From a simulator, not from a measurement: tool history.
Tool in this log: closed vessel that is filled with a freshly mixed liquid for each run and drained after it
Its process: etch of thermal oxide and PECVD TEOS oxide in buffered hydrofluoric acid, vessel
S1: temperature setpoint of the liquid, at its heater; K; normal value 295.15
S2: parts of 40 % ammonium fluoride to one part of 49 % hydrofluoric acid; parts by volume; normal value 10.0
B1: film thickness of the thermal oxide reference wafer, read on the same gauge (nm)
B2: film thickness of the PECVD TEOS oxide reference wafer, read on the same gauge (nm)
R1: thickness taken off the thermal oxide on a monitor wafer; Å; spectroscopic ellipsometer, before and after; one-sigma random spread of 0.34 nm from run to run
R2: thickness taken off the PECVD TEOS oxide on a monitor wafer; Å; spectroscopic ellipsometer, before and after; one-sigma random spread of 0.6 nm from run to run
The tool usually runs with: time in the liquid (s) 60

run 1 day=0.000 | S1=295.15 S2=10.0 time_in_the_liquid_(s)=60 | B1=30.01 B2=40.02 | R1=595.3 R2=774.0
run 2 day=1.371 | S1=293.15 S2=10.0 time_in_the_liquid_(s)=60 | B1=29.99 B2=40.02 | R1=530.9 R2=697.9
run 3 day=2.017 | S1=293.15 S2=10.0 time_in_the_liquid_(s)=60 | B1=30.01 B2=39.98 | R1=527.0 R2=687.7
run 4 day=3.071 | S1=293.15 S2=10.0 time_in_the_liquid_(s)=60 | B1=30.01 B2=39.99 | R1=530.4 R2=697.5
run 5 day=4.383 | S1=295.15 S2=10.0 time_in_the_liquid_(s)=60 | B1=30.01 B2=40.01 | R1=587.8 R2=775.0
run 6 day=5.833 | S1=295.15 S2=10.0 time_in_the_liquid_(s)=60 | B1=30.00 B2=39.99 | R1=585.9 R2=770.9
run 7 day=7.079 | S1=295.15 S2=10.0 time_in_the_liquid_(s)=60 | B1=29.99 B2=39.98 | R1=587.5 R2=759.1
run 8 day=8.404 | S1=295.15 S2=10.0 time_in_the_liquid_(s)=60 | B1=30.01 B2=40.00 | R1=586.6 R2=758.9
run 9 day=9.550 | S1=295.15 S2=13.0 time_in_the_liquid_(s)=60 | B1=30.00 B2=40.03 | R1=453.0 R2=596.6
run 10 day=10.571 | S1=295.15 S2=10.0 time_in_the_liquid_(s)=60 | B1=29.99 B2=39.99 | R1=580.2 R2=758.7
run 11 day=11.358 | S1=295.15 S2=10.0 time_in_the_liquid_(s)=60 | B1=30.00 B2=39.99 | R1=579.1 R2=760.3
run 12 day=12.433 | S1=295.15 S2=10.0 time_in_the_liquid_(s)=60 | B1=30.00 B2=40.02 | R1=574.8 R2=762.0
run 13 day=13.246 | S1=295.15 S2=10.0 time_in_the_liquid_(s)=45 | B1=29.99 B2=39.97 | R1=434.2 R2=571.0
run 14 day=13.758 | S1=295.15 S2=10.0 time_in_the_liquid_(s)=85 | B1=30.01 B2=40.00 | R1=823.3 R2=1085.3
run 15 day=15.171 | S1=295.15 S2=7.5 time_in_the_liquid_(s)=70 | B1=30.00 B2=39.96 | R1=868.5 R2=1136.4
-- day=15.558 gauge calibrated
run 16 day=16.417 | S1=291.15 S2=6.5 time_in_the_liquid_(s)=30 | B1=30.00 B2=40.00 | R1=345.9 R2=451.8
run 17 day=17.521 | S1=291.15 S2=10.0 time_in_the_liquid_(s)=50 | B1=30.00 B2=40.03 | R1=385.0 R2=499.4
run 18 day=18.717 | S1=293.15 S2=8.5 time_in_the_liquid_(s)=90 | B1=29.99 B2=40.04 | R1=870.3 R2=1133.6
run 19 day=19.721 | S1=298.15 S2=7.5 time_in_the_liquid_(s)=60 | B1=29.99 B2=40.00 | R1=871.3 R2=1145.9
run 20 day=21.158 | S1=295.15 S2=10.0 time_in_the_liquid_(s)=95 | B1=29.97 B2=40.02 | R1=904.9 R2=1170.6
run 21 day=22.333 | S1=295.15 S2=10.0 time_in_the_liquid_(s)=60 | B1=30.00 B2=39.99 | R1=567.2 R2=743.0
-- day=23.312 hydrofluoric acid flow meter replaced
-- day=25.117 thermometer replaced
run 22 day=26.342 | S1=295.15 S2=10.0 time_in_the_liquid_(s)=60 | B1=29.99 B2=40.01 | R1=635.5 R2=845.1
run 23 day=27.546 | S1=299.15 S2=7.5 time_in_the_liquid_(s)=60 | B1=30.00 B2=40.03 | R1=1033.4 R2=1352.2
run 24 day=29.479 | S1=295.15 S2=10.0 time_in_the_liquid_(s)=60 | B1=30.02 B2=40.02 | R1=634.6 R2=831.7
run 25 day=30.221 | S1=299.65 S2=6.5 time_in_the_liquid_(s)=30 | B1=29.98 B2=40.00 | R1=612.3 R2=787.4
run 26 day=31.038 | S1=295.15 S2=10.0 time_in_the_liquid_(s)=60 | B1=30.02 B2=40.00 | R1=630.3 R2=823.8
run 27 day=32.375 | S1=299.15 S2=12.0 time_in_the_liquid_(s)=60 | B1=30.01 B2=40.00 | R1=654.1 R2=861.2

The logged runs with the hidden state left out (each run's random variation unchanged):
What the log doesn't record here: liquid colder than its thermometer reads (K); hydrofluoric acid flow below the setpoint (%); gauge reads high (%).
run=1 R1=652.4 R2=848.2
run=2 R1=583.8 R2=767.5
run=3 R1=580.2 R2=757.1
run=4 R1=585.5 R2=770.0
run=5 R1=650.2 R2=857.3
run=6 R1=650.3 R2=855.7
run=7 R1=653.8 R2=844.8
run=8 R1=654.7 R2=846.9
run=9 R1=507.1 R2=667.8
run=10 R1=650.5 R2=850.7
run=11 R1=650.5 R2=853.9
run=12 R1=647.3 R2=858.1
run=13 R1=489.9 R2=644.2
run=14 R1=929.8 R2=1225.6
run=15 R1=989.7 R2=1295.0
run=16 R1=391.6 R2=511.5
run=17 R1=439.3 R2=569.8
run=18 R1=1000.9 R2=1303.7
run=19 R1=1001.7 R2=1317.5
run=20 R1=1038.7 R2=1343.7
run=21 R1=652.9 R2=855.2
run=22 R1=650.1 R2=864.6
run=23 R1=1060.4 R2=1387.5
run=24 R1=653.7 R2=856.9
run=25 R1=630.8 R2=811.2
run=26 R1=651.7 R2=851.7
run=27 R1=677.8 R2=892.3
